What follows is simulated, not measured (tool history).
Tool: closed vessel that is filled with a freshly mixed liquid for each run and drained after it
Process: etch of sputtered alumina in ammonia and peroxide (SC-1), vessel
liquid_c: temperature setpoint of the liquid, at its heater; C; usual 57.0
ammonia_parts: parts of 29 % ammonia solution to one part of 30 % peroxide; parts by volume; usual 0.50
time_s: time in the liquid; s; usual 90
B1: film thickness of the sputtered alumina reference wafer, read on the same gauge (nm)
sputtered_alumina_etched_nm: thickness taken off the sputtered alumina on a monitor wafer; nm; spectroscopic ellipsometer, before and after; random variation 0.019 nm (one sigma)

run 1 hour=0.0 | liquid_c=57.0 ammonia_parts=0.50 time_s=90 | B1=150.00 | sputtered_alumina_etched_nm=7.24
-- hour=3.2 ammonia flow meter replaced
run 2 hour=158.6 | liquid_c=57.0 ammonia_parts=0.50 time_s=90 | B1=149.99 | sputtered_alumina_etched_nm=7.14
run 3 hour=184.5 | liquid_c=57.0 ammonia_parts=0.50 time_s=90 | B1=149.99 | sputtered_alumina_etched_nm=7.11
run 4 hour=234.1 | liquid_c=57.0 ammonia_parts=0.50 time_s=45 | B1=150.00 | sputtered_alumina_etched_nm=3.56
-- hour=282.5 thermometer replaced
run 5 hour=287.3 | liquid_c=57.0 ammonia_parts=0.50 time_s=90 | B1=150.01 | sputtered_alumina_etched_nm=7.27
run 6 hour=333.7 | liquid_c=66.0 ammonia_parts=0.35 time_s=45 | B1=150.00 | sputtered_alumina_etched_nm=5.51
run 7 hour=386.5 | liquid_c=57.0 ammonia_parts=0.50 time_s=35 | B1=150.00 | sputtered_alumina_etched_nm=2.78
-- hour=440.7 gauge calibrated
run 8 hour=458.3 | liquid_c=57.0 ammonia_parts=0.25 time_s=60 | B1=149.99 | sputtered_alumina_etched_nm=4.47
run 9 hour=515.4 | liquid_c=57.0 ammonia_parts=0.50 time_s=140 | B1=150.01 | sputtered_alumina_etched_nm=11.08
run 10 hour=565.3 | liquid_c=57.0 ammonia_parts=0.50 time_s=90 | B1=150.01 | sputtered_alumina_etched_nm=7.16
run 11 hour=628.4 | liquid_c=49.0 ammonia_parts=0.35 time_s=65 | B1=150.02 | sputtered_alumina_etched_nm=3.22
-- hour=654.1 new drum of ammonia solution connected
run 12 hour=677.6 | liquid_c=57.0 ammonia_parts=0.50 time_s=60 | B1=150.02 | sputtered_alumina_etched_nm=4.74
-- hour=740.9 ammonia flow meter replaced
run 13 hour=744.0 | liquid_c=57.0 ammonia_parts=0.50 time_s=90 | B1=149.98 | sputtered_alumina_etched_nm=6.99
run 14 hour=777.2 | liquid_c=63.5 ammonia_parts=0.50 time_s=90 | B1=150.00 | sputtered_alumina_etched_nm=9.80
-- hour=827.5 thermometer replaced
run 15 hour=843.3 | liquid_c=65.5 ammonia_parts=0.50 time_s=65 | B1=150.00 | sputtered_alumina_etched_nm=8.05
run 16 hour=873.0 | liquid_c=62.5 ammonia_parts=0.50 time_s=45 | B1=149.99 | sputtered_alumina_etched_nm=4.82
run 17 hour=943.5 | liquid_c=54.0 ammonia_parts=0.30 time_s=90 | B1=150.00 | sputtered_alumina_etched_nm=5.87
run 18 hour=971.9 | liquid_c=57.0 ammonia_parts=0.50 time_s=90 | B1=150.00 | sputtered_alumina_etched_nm=7.19
run 19 hour=1014.4 | liquid_c=62.0 ammonia_parts=0.70 time_s=90 | B1=150.00 | sputtered_alumina_etched_nm=9.58
run 20 hour=1076.9 | liquid_c=52.5 ammonia_parts=0.50 time_s=90 | B1=150.00 | sputtered_alumina_etched_nm=5.64
run 21 hour=1121.8 | liquid_c=57.0 ammonia_parts=0.50 time_s=90 | B1=149.99 | sputtered_alumina_etched_nm=7.19
run 22 hour=1146.8 | liquid_c=51.5 ammonia_parts=0.25 time_s=135 | B1=150.01 | sputtered_alumina_etched_nm=7.48
run 23 hour=1217.0 | liquid_c=57.0 ammonia_parts=0.50 time_s=40 | B1=150.02 | sputtered_alumina_etched_nm=3.18
run 24 hour=1277.5 | liquid_c=51.5 ammonia_parts=0.25 time_s=60 | B1=150.02 | sputtered_alumina_etched_nm=3.30
run 25 hour=1325.4 | liquid_c=57.0 ammonia_parts=0.50 time_s=90 | B1=150.02 | sputtered_alumina_etched_nm=7.06
run 26 hour=1363.2 | liquid_c=57.0 ammonia_parts=0.50 time_s=90 | B1=149.99 | sputtered_alumina_etched_nm=7.09
-- hour=1383.7 ammonia flow meter replaced
run 27 hour=1391.6 | liquid_c=50.5 ammonia_parts=0.65 time_s=105 | B1=149.99 | sputtered_alumina_etched_nm=5.90

5 ways to go on from here, each from the tool as it stands after run 27. What would each give?
run A hour=1392.3 | liquid_c=57.0 ammonia_parts=0.50 time_s=145 | B1=? | sputtered_alumina_etched_nm=?
run B hour=1392.3 | liquid_c=64.0 ammonia_parts=0.50 time_s=105 | B1=? | sputtered_alumina_etched_nm=?
run C hour=1392.3 | liquid_c=60.0 ammonia_parts=0.50 time_s=70 | B1=? | sputtered_alumina_etched_nm=?
run D hour=1392.3 | liquid_c=47.0 ammonia_parts=0.50 time_s=70 | B1=? | sputtered_alumina_etched_nm=?
run E hour=1392.3 | liquid_c=65.0 ammonia_parts=0.65 time_s=135 | B1=? | sputtered_alumina_etched_nm=?

run=A B1=150.02 sputtered_alumina_etched_nm=11.30
run=B B1=150.02 sputtered_alumina_etched_nm=11.72
run=C B1=150.02 sputtered_alumina_etched_nm=6.38
run=D B1=150.02 sputtered_alumina_etched_nm=3.16
run=E B1=150.02 sputtered_alumina_etched_nm=16.24
Without the tool's hidden state the same runs would have given:
run=A sputtered_alumina_etched_nm=11.70
run=B sputtered_alumina_etched_nm=12.13
run=C sputtered_alumina_etched_nm=6.60
run=D sputtered_alumina_etched_nm=3.28
run=E sputtered_alumina_etched_nm=16.80
